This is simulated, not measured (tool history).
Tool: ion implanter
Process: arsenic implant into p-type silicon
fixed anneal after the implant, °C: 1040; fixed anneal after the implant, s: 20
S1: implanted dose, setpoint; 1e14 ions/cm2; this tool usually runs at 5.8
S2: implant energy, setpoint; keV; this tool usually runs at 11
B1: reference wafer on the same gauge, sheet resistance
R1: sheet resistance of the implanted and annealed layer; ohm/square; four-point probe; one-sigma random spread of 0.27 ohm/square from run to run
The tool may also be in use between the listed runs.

{"run": 1, "hour": 0.0, "S1": 5.8, "S2": 9, "B1": 170.99, "R1": 182.7}
{"run": 2, "hour": 89.9, "S1": 5.8, "S2": 9, "B1": 170.99, "R1": 182.45}
{"run": 3, "hour": 141.6, "S1": 5.8, "S2": 9, "B1": 171.03, "R1": 182.21}
{"run": 4, "hour": 239.6, "S1": 5.8, "S2": 12.5, "B1": 170.96, "R1": 178.76}
{"run": 5, "hour": 316.4, "S1": 5.8, "S2": 12.5, "B1": 171, "R1": 178.18}
{"run": 6, "hour": 381.5, "S1": 5.8, "S2": 12.5, "B1": 170.97, "R1": 178.37}
{"hour": 388.3, "done": "gauge calibrated"}
{"run": 7, "hour": 427.8, "S1": 5.8, "S2": 11, "B1": 170.94, "R1": 179.29}
{"run": 8, "hour": 472.1, "S1": 5.8, "S2": 11, "B1": 171.05, "R1": 179.23}
{"run": 9, "hour": 519.5, "S1": 5.8, "S2": 11, "B1": 171.04, "R1": 178.9}
{"run": 10, "hour": 557.2, "S1": 5.22, "S2": 14.5, "B1": 171.07, "R1": 189.32}
{"hour": 586.1, "done": "Faraday cup replaced and dose calibrated"}
{"run": 11, "hour": 636.0, "S1": 4.72, "S2": 13.5, "B1": 171, "R1": 208.23}
{"run": 12, "hour": 712.4, "S1": 4.24, "S2": 13, "B1": 170.93, "R1": 225.76}
{"run": 13, "hour": 778.0, "S1": 5.8, "S2": 8.5, "B1": 171, "R1": 181.96}
{"hour": 800.7, "done": "extraction supply calibrated"}
{"run": 14, "hour": 876.5, "S1": 5.14, "S2": 13.5, "B1": 171.08, "R1": 193.91}
{"run": 15, "hour": 917.2, "S1": 5.8, "S2": 11, "B1": 170.99, "R1": 178.78}
{"run": 16, "hour": 976.9, "S1": 6.45, "S2": 14, "B1": 170.99, "R1": 162.18}
{"run": 17, "hour": 1054.4, "S1": 5.8, "S2": 11, "B1": 171.03, "R1": 177.95}
{"run": 18, "hour": 1093.8, "S1": 6.65, "S2": 8.5, "B1": 170.93, "R1": 163.1}

Forecast each of these 3 alternatives for the next run:
{"run": "A", "hour": 1094.2, "S1": 5.8, "S2": 11, "B1": "?", "R1": "?"}
{"run": "B", "hour": 1094.2, "S1": 5.8, "S2": 7, "B1": "?", "R1": "?"}
{"run": "C", "hour": 1094.2, "S1": 4.53, "S2": 11, "B1": "?", "R1": "?"}

run=A B1=170.96 R1=177.89
run=B B1=170.96 R1=181.27
run=C B1=170.96 R1=214.69
The same runs, with their run-to-run variation unchanged, on a tool lacking any hidden condition would have given:
run=A R1=180.32
run=B R1=183.76
run=C R1=217.68
